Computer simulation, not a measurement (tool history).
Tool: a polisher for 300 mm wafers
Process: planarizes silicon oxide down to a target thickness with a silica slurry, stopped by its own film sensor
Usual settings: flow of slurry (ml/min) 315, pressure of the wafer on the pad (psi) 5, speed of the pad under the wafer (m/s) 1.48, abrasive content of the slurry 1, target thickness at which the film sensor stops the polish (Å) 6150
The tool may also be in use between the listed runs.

| run | hour | flow of slurry (ml/min) | pressure of the wafer on the pad (psi) | speed of the pad under the wafer (m/s) | abrasive content of the slurry | target thickness at which the film sensor stops the polish (Å) | incoming thickness of the incoming film, nm | time until the film sensor stopped the polish (s) |
|---|---|---|---|---|---|---|---|---|
| 1 | 0 | 215 | 5 | 1.48 | 1 | 6150 | 1231.6 | 132.3 |
| 2 | 51.3 | 225 | 5 | 1.48 | 1 | 4820 | 1229.2 | 165 |
|  | 102.6 | slurry blender recalibrated |
| 3 | 109.8 | 315 | 5 | 1.48 | 1 | 6150 | 1235.2 | 133.4 |
|  | 133.8 | slurry nozzle cleaned |
| 4 | 179.6 | 225 | 5 | 1.48 | 1 | 6150 | 1222.3 | 131.4 |
|  | 199.4 | worn pad replaced by a new one |
| 5 | 227.2 | 370 | 4.4 | 1.48 | 1 | 6150 | 1244.3 | 150.8 |
|  | 239.3 | head pressure recalibrated |
| 6 | 261.1 | 315 | 5 | 1.48 | 1 | 6150 | 1239.2 | 127 |
| 7 | 286.8 | 315 | 5 | 1.28 | 1 | 6150 | 1224.7 | 138.9 |
|  | 334.1 | conditioning disc replaced and pad reconditioned |
| 8 | 463.4 | 315 | 6.1 | 1.72 | 1 | 6150 | 1254.5 | 97 |
| 9 | 511.9 | 315 | 5 | 1.48 | 1 | 6150 | 1230.8 | 130.3 |
| 10 | 560.9 | 315 | 5 | 1.06 | 1 | 6150 | 1220.5 | 168.9 |
| 11 | 594.8 | 315 | 5 | 1.48 | 1 | 6150 | 1214 | 127.5 |
| 12 | 660.3 | 315 | 5 | 1.48 | 1.1 | 5480 | 1220.9 | 139.6 |
|  | 684.1 | slurry nozzle cleaned |
|  | 718 | slurry blender recalibrated |
| 13 | 727.8 | 315 | 5 | 1.48 | 0.9 | 6150 | 1233.1 | 140.2 |
| 14 | 754.8 | 315 | 5 | 1.48 | 0.85 | 6760 | 1227.6 | 125.1 |
| 15 | 813.1 | 315 | 5 | 1.48 | 1 | 6150 | 1232.7 | 134.2 |
|  | 821.7 | worn pad replaced by a new one |
|  | 823.1 | head pressure recalibrated |
| 16 | 862.7 | 315 | 3.6 | 1.48 | 1 | 6150 | 1235.8 | 173.7 |
|  | 895.5 | conditioning disc replaced and pad reconditioned |
| 17 | 917.5 | 315 | 5 | 1.66 | 1 | 6150 | 1238.1 | 115.6 |
| 18 | 983.8 | 315 | 4.3 | 1.48 | 1.25 | 8250 | 1228.4 | 89.1 |
| 19 | 1036.5 | 315 | 5 | 1.86 | 1 | 4930 | 1220.5 | 128.2 |
| 20 | 1088.8 | 315 | 5 | 1.48 | 0.9 | 4470 | 1227.9 | 169.6 |
| 21 | 1121.1 | 315 | 5 | 1.04 | 1 | 6150 | 1216 | 163.6 |
|  | 1224.1 | slurry nozzle cleaned |
| 22 | 1245.9 | 315 | 5 | 1.48 | 1 | 8100 | 1225.5 | 87.4 |
|  | 1282.2 | slurry blender recalibrated |
| 23 | 1295 | 315 | 5 | 1.48 | 1 | 7610 | 1247.7 | 102 |
| 24 | 1325.4 | 405 | 5 | 1.94 | 1 | 6150 | 1209.2 | 100.5 |

What if the next run were any one of these 5? Each begins from the tool's condition after run 24:
| A | 1325.9 | 315 | 5 | 1.48 | 1 | 8050 | 1215.8 | ? |
| B | 1325.9 | 315 | 6.5 | 1.24 | 1 | 7060 | 1215.8 | ? |
| C | 1325.9 | 365 | 5 | 1.48 | 1 | 6150 | 1215.8 | ? |
| D | 1325.9 | 315 | 5 | 1.48 | 1 | 4810 | 1215.8 | ? |
| E | 1325.9 | 285 | 5 | 1.88 | 1 | 6150 | 1215.8 | ? |

| run | time until the film sensor stopped the polish (s) |
|---|---|
| A | 86.2 |
| B | 94.8 |
| C | 125 |
| D | 154.1 |
| E | 104.7 |
With no hidden state in the tool, these same runs would have given:
| run | time until the film sensor stopped the polish (s) |
|---|---|
| A | 82.2 |
| B | 90.4 |
| C | 119.3 |
| D | 147 |
| E | 99.8 |
